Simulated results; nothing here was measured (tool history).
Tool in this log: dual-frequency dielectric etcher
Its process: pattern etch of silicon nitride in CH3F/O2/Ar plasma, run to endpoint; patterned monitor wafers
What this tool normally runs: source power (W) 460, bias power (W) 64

run    hour  source power (W)  bias power (W)  incoming incoming film thickness, nm  endpoint time (s)
  1     0.0               460              64                                 48.00               75.9
  2    62.5               500              64                                 48.53               74.4
  3   100.9               390              68                                 48.57               80.1
      134.1  -- wet clean of the chamber
  4   147.9               460              64                                 48.56               76.8
  5   201.3               460              64                                 48.38               77.9
  6   258.7               530              64                                 48.93               74.7
  7   300.9               370              64                                 47.46               81.1
  8   347.8               370              64                                 48.16               83.2
  9   412.5               460              64                                 47.57               74.7
 10   496.1               460              64                                 48.06               74.7
 11   595.6               460              64                                 48.22               75.5
      614.1  -- source power generator calibrated
      716.8  -- upper electrode replaced
      769.8  -- wet clean of the chamber
      816.0  -- bias power generator calibrated
 12   816.5               360              50                                 48.13               94.5
 13   871.1               530              58                                 47.85               80.1
 14   909.9               460              75                                 48.35               80.1
      992.8  -- wet clean of the chamber, repeated, since the last time left the tool worse
 15   993.3               460              64                                 48.52               77.7
 16  1094.6               460              64                                 48.44               77.4
 17  1164.7               430              51                                 48.53               81.8
 18  1253.7               420              64                                 48.45               79.6
 19  1347.0               460              64                                 48.31               75.8
 20  1384.9               550              54                                 47.97               73.5
 21  1431.2               540              53                                 48.25               73.9

Predict each of these 4 candidate next runs independently; none follows another, all start after run 21:
  A  1431.6               460              56                                 48.56                  ?
  B  1431.6               510              78                                 48.56                  ?
  C  1431.6               460              50                                 48.56                  ?
  D  1431.6               400              56                                 48.56                  ?

run  endpoint time (s)
  A               78.8
  B               70.7
  C               80.5
  D               82.6
The same runs, with their run-to-run variation unchanged, on a tool lacking any hidden condition would have given:
run  endpoint time (s)
  A               80.4
  B               72.1
  C               82.2
  D               84.3
